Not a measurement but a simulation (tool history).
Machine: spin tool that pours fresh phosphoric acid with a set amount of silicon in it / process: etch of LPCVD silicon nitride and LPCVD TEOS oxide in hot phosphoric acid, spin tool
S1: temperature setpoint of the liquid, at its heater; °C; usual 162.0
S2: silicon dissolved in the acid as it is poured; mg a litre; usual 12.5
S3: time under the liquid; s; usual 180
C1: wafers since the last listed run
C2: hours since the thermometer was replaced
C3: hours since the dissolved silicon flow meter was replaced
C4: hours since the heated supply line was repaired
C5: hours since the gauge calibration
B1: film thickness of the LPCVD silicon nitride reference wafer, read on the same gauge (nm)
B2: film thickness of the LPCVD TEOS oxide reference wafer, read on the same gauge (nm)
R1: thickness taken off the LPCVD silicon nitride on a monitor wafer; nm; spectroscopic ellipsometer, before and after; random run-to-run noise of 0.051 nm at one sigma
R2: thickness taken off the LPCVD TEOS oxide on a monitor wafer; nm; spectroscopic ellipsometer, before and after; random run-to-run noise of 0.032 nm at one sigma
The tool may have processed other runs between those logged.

run	day	S1	S2	S3	C1	C2	C3	C4	C5	B1	B2	R1	R2
1	0.000	162.0	12.5	180	0	1802.5	2277.4	2525.0	44.2	30.03	40.010	14.36	0.451
2	2.225	162.0	12.5	180	437	1855.9	2330.8	2578.4	97.6	29.98	40.000	14.27	0.500
3	3.996	162.0	12.5	180	348	1898.4	2373.3	2620.9	140.1	29.98	39.968	14.29	0.470
4	6.525	162.0	8.0	180	497	1959.1	2434.0	2681.6	200.8	29.96	40.003	14.15	0.508
5	7.550	162.0	12.5	265	201	1983.7	2458.6	2706.2	225.4	30.00	39.979	20.87	0.635
6	9.300	162.0	19.5	180	344	2025.7	2500.6	2748.2	267.4	30.02	39.996	14.15	0.388
# day 10.367: dissolved silicon flow meter replaced
7	10.604	162.0	19.5	180	248	2057.0	5.7	2779.5	298.7	29.99	40.059	14.10	0.429
# day 12.608: heated supply line repaired
8	12.825	162.0	12.5	180	428	2110.3	59.0	5.2	352.0	30.02	40.002	15.72	0.562
9	14.983	159.0	22.5	180	424	2162.1	110.8	57.0	403.8	30.00	39.976	14.19	0.372
# day 15.350: thermometer replaced
10	16.008	163.5	12.5	180	193	15.8	135.4	81.6	428.4	30.01	39.988	16.46	0.692
11	17.462	162.0	12.5	180	286	50.7	170.3	116.5	463.3	29.99	39.954	15.66	0.605
# day 18.388: gauge calibrated
12	18.733	160.5	19.5	240	250	81.2	200.8	147.0	8.3	29.97	40.028	19.87	0.551
13	21.483	163.0	9.0	230	541	147.2	266.8	213.0	74.3	29.97	40.005	20.63	0.898
14	23.950	162.0	19.0	70	485	206.4	326.0	272.2	133.5	30.03	40.008	6.07	0.197

4 ways to go on from here, each from the tool as it stands after run 14. What would each give?
A	23.971	162.0	12.5	180	4	206.9	326.5	272.7	134.0	?	?	?	?
B	23.971	162.0	21.5	135	4	206.9	326.5	272.7	134.0	?	?	?	?
C	23.971	160.5	12.5	105	4	206.9	326.5	272.7	134.0	?	?	?	?
D	23.971	165.0	12.5	180	4	206.9	326.5	272.7	134.0	?	?	?	?

run	B1	B2	R1	R2
A	30.02	40.010	15.62	0.601
B	30.02	40.010	11.71	0.355
C	30.02	40.010	8.66	0.314
D	30.02	40.010	17.25	0.749
Had the tool no hidden state, the same runs would have come out as:
run	R1	R2
A	16.08	0.641
B	12.06	0.379
C	8.92	0.335
D	17.75	0.797

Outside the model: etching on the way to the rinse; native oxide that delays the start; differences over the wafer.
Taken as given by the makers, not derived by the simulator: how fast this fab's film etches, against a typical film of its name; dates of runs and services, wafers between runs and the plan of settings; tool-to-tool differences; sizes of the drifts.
